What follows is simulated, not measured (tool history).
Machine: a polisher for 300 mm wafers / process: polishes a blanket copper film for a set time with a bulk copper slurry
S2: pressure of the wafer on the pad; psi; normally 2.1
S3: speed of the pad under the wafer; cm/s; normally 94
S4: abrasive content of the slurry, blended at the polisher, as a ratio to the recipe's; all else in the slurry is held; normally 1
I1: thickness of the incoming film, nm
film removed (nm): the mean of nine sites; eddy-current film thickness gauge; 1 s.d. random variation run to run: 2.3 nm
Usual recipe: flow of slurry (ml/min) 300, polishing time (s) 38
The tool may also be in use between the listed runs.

run 1 hour=0 | flow_of_slurry_(ml/min)=300 S2=2.1 S3=94 S4=1 polishing_time_(s)=38 | I1=3126.2 | film_removed_(nm)=202.8
run 2 hour=17.9 | flow_of_slurry_(ml/min)=300 S2=2.1 S3=94 S4=1 polishing_time_(s)=38 | I1=3103.2 | film_removed_(nm)=198.5
run 3 hour=48.3 | flow_of_slurry_(ml/min)=300 S2=2.1 S3=94 S4=1 polishing_time_(s)=38 | I1=3126.4 | film_removed_(nm)=196.9
-- hour=68.9 worn pad replaced by a new one
run 4 hour=77 | flow_of_slurry_(ml/min)=300 S2=2.1 S3=94 S4=1 polishing_time_(s)=38 | I1=3117.6 | film_removed_(nm)=193.4
run 5 hour=90.9 | flow_of_slurry_(ml/min)=300 S2=2.1 S3=94 S4=1 polishing_time_(s)=38 | I1=3077.7 | film_removed_(nm)=188.4
-- hour=106.5 slurry nozzle cleaned
run 6 hour=107 | flow_of_slurry_(ml/min)=300 S2=2.1 S3=94 S4=1 polishing_time_(s)=38 | I1=3075.5 | film_removed_(nm)=200.2
run 7 hour=137.6 | flow_of_slurry_(ml/min)=300 S2=1.9 S3=94 S4=1 polishing_time_(s)=38 | I1=3111.9 | film_removed_(nm)=178.9
-- hour=161.9 worn pad replaced by a new one
-- hour=164.2 slurry blender recalibrated
run 8 hour=164.7 | flow_of_slurry_(ml/min)=350 S2=2.6 S3=94 S4=1.1 polishing_time_(s)=42 | I1=3041.3 | film_removed_(nm)=301.4
run 9 hour=186.4 | flow_of_slurry_(ml/min)=300 S2=2.1 S3=94 S4=0.75 polishing_time_(s)=38 | I1=3082.2 | film_removed_(nm)=194.5
run 10 hour=205.3 | flow_of_slurry_(ml/min)=300 S2=2.1 S3=94 S4=1 polishing_time_(s)=38 | I1=3086.4 | film_removed_(nm)=213
run 11 hour=239.1 | flow_of_slurry_(ml/min)=300 S2=1.5 S3=94 S4=0.75 polishing_time_(s)=46 | I1=3113 | film_removed_(nm)=170.8
-- hour=245 head pressure recalibrated
-- hour=261.1 worn pad replaced by a new one
run 12 hour=265.1 | flow_of_slurry_(ml/min)=300 S2=2.1 S3=94 S4=1 polishing_time_(s)=38 | I1=3097.5 | film_removed_(nm)=203.8
run 13 hour=287.8 | flow_of_slurry_(ml/min)=300 S2=2.7 S3=110 S4=1 polishing_time_(s)=38 | I1=3162.6 | film_removed_(nm)=306.7
run 14 hour=315 | flow_of_slurry_(ml/min)=370 S2=2.1 S3=126 S4=1.2 polishing_time_(s)=44 | I1=3145.2 | film_removed_(nm)=332.1

How would selected steps in film removed (nm) from run to run divide? Give the signed amount a tool lacking its hidden state would still show from settings, what came in and random variation, and the signed amount left for the hidden state, including any gauge scatter that is not in both of the compared results.
Hidden state at play: removal rate lost through wear of the pad, %; slurry flow missing at the pad, %; deviation of the head's pressure from its setpoint, %; abrasive missing from the slurry, %.
Run 5 -> 6: slurry nozzle cleaned. film removed (nm) +11.8: hidden state +13, all else -1.2.
Run 7 -> 8: flow of slurry (ml/min) 300 -> 350, S2 1.9 -> 2.6, S4 1 -> 1.1, polishing time (s) 38 -> 42, worn pad replaced by a new one, slurry blender recalibrated. film removed (nm) +122.5: hidden state +7.4, all else +115.1.

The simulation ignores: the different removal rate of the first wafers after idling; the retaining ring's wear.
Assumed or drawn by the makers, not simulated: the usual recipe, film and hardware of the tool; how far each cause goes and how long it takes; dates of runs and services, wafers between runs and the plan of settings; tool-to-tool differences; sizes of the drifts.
